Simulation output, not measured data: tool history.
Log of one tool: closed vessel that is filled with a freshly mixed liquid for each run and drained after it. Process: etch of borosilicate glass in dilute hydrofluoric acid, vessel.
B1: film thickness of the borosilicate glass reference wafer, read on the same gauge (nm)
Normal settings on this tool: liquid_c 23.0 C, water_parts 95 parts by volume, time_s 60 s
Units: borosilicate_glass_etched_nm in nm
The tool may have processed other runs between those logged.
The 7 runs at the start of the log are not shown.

run 8 day=18.338 | liquid_c=23.0 water_parts=95 time_s=60 | B1=39.98 | borosilicate_glass_etched_nm=30.42
run 9 day=20.704 | liquid_c=23.0 water_parts=95 time_s=60 | B1=40.02 | borosilicate_glass_etched_nm=30.56
run 10 day=23.625 | liquid_c=23.0 water_parts=95 time_s=60 | B1=40.01 | borosilicate_glass_etched_nm=30.66
run 11 day=24.708 | liquid_c=26.0 water_parts=95 time_s=90 | B1=40.01 | borosilicate_glass_etched_nm=51.27
run 12 day=27.500 | liquid_c=23.0 water_parts=95 time_s=60 | B1=39.97 | borosilicate_glass_etched_nm=30.68
run 13 day=29.829 | liquid_c=23.0 water_parts=95 time_s=60 | B1=40.02 | borosilicate_glass_etched_nm=30.23
run 14 day=32.792 | liquid_c=20.5 water_parts=145 time_s=40 | B1=39.98 | borosilicate_glass_etched_nm=11.34
-- day=33.796 thermometer replaced
run 15 day=35.596 | liquid_c=20.5 water_parts=95 time_s=30 | B1=40.00 | borosilicate_glass_etched_nm=13.33
run 16 day=37.829 | liquid_c=20.5 water_parts=125 time_s=60 | B1=40.00 | borosilicate_glass_etched_nm=19.41
run 17 day=40.362 | liquid_c=23.0 water_parts=95 time_s=90 | B1=39.99 | borosilicate_glass_etched_nm=43.68
run 18 day=42.758 | liquid_c=27.5 water_parts=115 time_s=30 | B1=40.01 | borosilicate_glass_etched_nm=14.03
run 19 day=45.542 | liquid_c=23.0 water_parts=95 time_s=60 | B1=40.01 | borosilicate_glass_etched_nm=28.90
run 20 day=48.325 | liquid_c=23.0 water_parts=95 time_s=75 | B1=39.98 | borosilicate_glass_etched_nm=36.20
run 21 day=49.329 | liquid_c=23.0 water_parts=95 time_s=60 | B1=39.98 | borosilicate_glass_etched_nm=29.07
run 22 day=51.175 | liquid_c=27.5 water_parts=65 time_s=50 | B1=39.97 | borosilicate_glass_etched_nm=44.06
run 23 day=52.454 | liquid_c=25.0 water_parts=120 time_s=70 | B1=39.98 | borosilicate_glass_etched_nm=28.25
run 24 day=54.033 | liquid_c=23.0 water_parts=115 time_s=45 | B1=40.00 | borosilicate_glass_etched_nm=17.39
run 25 day=55.483 | liquid_c=26.5 water_parts=115 time_s=60 | B1=40.04 | borosilicate_glass_etched_nm=27.27
run 26 day=56.642 | liquid_c=18.0 water_parts=115 time_s=75 | B1=40.02 | borosilicate_glass_etched_nm=23.93
-- day=57.338 thermometer replaced, repeated, since the last time left the tool worse
run 27 day=58.854 | liquid_c=23.0 water_parts=95 time_s=75 | B1=39.96 | borosilicate_glass_etched_nm=39.39
run 28 day=60.621 | liquid_c=27.0 water_parts=140 time_s=70 | B1=39.98 | borosilicate_glass_etched_nm=27.34
run 29 day=61.775 | liquid_c=23.0 water_parts=95 time_s=30 | B1=40.00 | borosilicate_glass_etched_nm=15.80
run 30 day=63.117 | liquid_c=23.0 water_parts=80 time_s=90 | B1=40.00 | borosilicate_glass_etched_nm=56.75

For run 31, what comes out?
run 31 day=65.075 | liquid_c=23.0 water_parts=50 time_s=70 | B1=? | borosilicate_glass_etched_nm=?

{"run 31": {"B1": 40.03, "borosilicate_glass_etched_nm": 73.36}}
If the tool had no hidden condition, the same run with the same run-to-run variation would have returned borosilicate_glass_etched_nm 73.85 nm.

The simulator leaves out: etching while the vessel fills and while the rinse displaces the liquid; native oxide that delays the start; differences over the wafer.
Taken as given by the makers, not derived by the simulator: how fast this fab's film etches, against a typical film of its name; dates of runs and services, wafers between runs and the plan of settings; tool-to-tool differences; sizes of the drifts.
